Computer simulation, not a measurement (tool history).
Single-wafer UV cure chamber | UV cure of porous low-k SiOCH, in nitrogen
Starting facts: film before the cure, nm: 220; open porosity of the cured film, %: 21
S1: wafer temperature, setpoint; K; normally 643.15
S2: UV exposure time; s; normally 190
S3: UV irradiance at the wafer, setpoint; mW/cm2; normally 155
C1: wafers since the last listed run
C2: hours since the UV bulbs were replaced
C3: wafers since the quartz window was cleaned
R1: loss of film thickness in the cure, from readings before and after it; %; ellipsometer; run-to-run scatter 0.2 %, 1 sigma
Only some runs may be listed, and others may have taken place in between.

run 1 hour=0.0 | S1=643.15 S2=190 S3=155 | C1=0 C2=1098.8 C3=221 | R1=11.107
run 2 hour=76.2 | S1=643.15 S2=190 S3=155 | C1=416 C2=1175.0 C3=637 | R1=10.883
run 3 hour=177.9 | S1=643.15 S2=190 S3=155 | C1=555 C2=1276.7 C3=1193 | R1=10.694
run 4 hour=262.1 | S1=643.15 S2=260 S3=145 | C1=460 C2=1360.9 C3=1654 | R1=11.483
run 5 hour=298.5 | S1=643.15 S2=260 S3=145 | C1=198 C2=1397.3 C3=1853 | R1=11.596
run 6 hour=374.7 | S1=643.15 S2=260 S3=145 | C1=416 C2=1473.5 C3=2269 | R1=11.750
run 7 hour=449.1 | S1=643.15 S2=190 S3=163 | C1=406 C2=1547.9 C3=2676 | R1=10.442
-- hour=545.1 quartz window cleaned
-- hour=552.3 UV bulbs replaced
run 8 hour=552.8 | S1=643.15 S2=190 S3=155 | C1=483 C2=0.5 C3=2 | R1=11.721
run 9 hour=624.3 | S1=643.15 S2=190 S3=155 | C1=390 C2=72.0 C3=393 | R1=11.394
run 10 hour=699.9 | S1=643.15 S2=190 S3=155 | C1=413 C2=147.6 C3=807 | R1=11.370
run 11 hour=754.7 | S1=651.15 S2=190 S3=155 | C1=299 C2=202.4 C3=1106 | R1=11.486
run 12 hour=821.7 | S1=643.15 S2=135 S3=172 | C1=366 C2=269.4 C3=1472 | R1=10.317
run 13 hour=923.9 | S1=657.15 S2=240 S3=155 | C1=558 C2=371.6 C3=2031 | R1=12.607

Run 14 comes next. What will it give?
run 14 hour=992.4 | S1=657.15 S2=240 S3=155 | C1=374 C2=440.1 C3=2405 | R1=?

{"run 14": {"R1": 12.331}}
If the tool had no hidden condition, the same run with the same run-to-run variation would have returned R1 12.430 %.
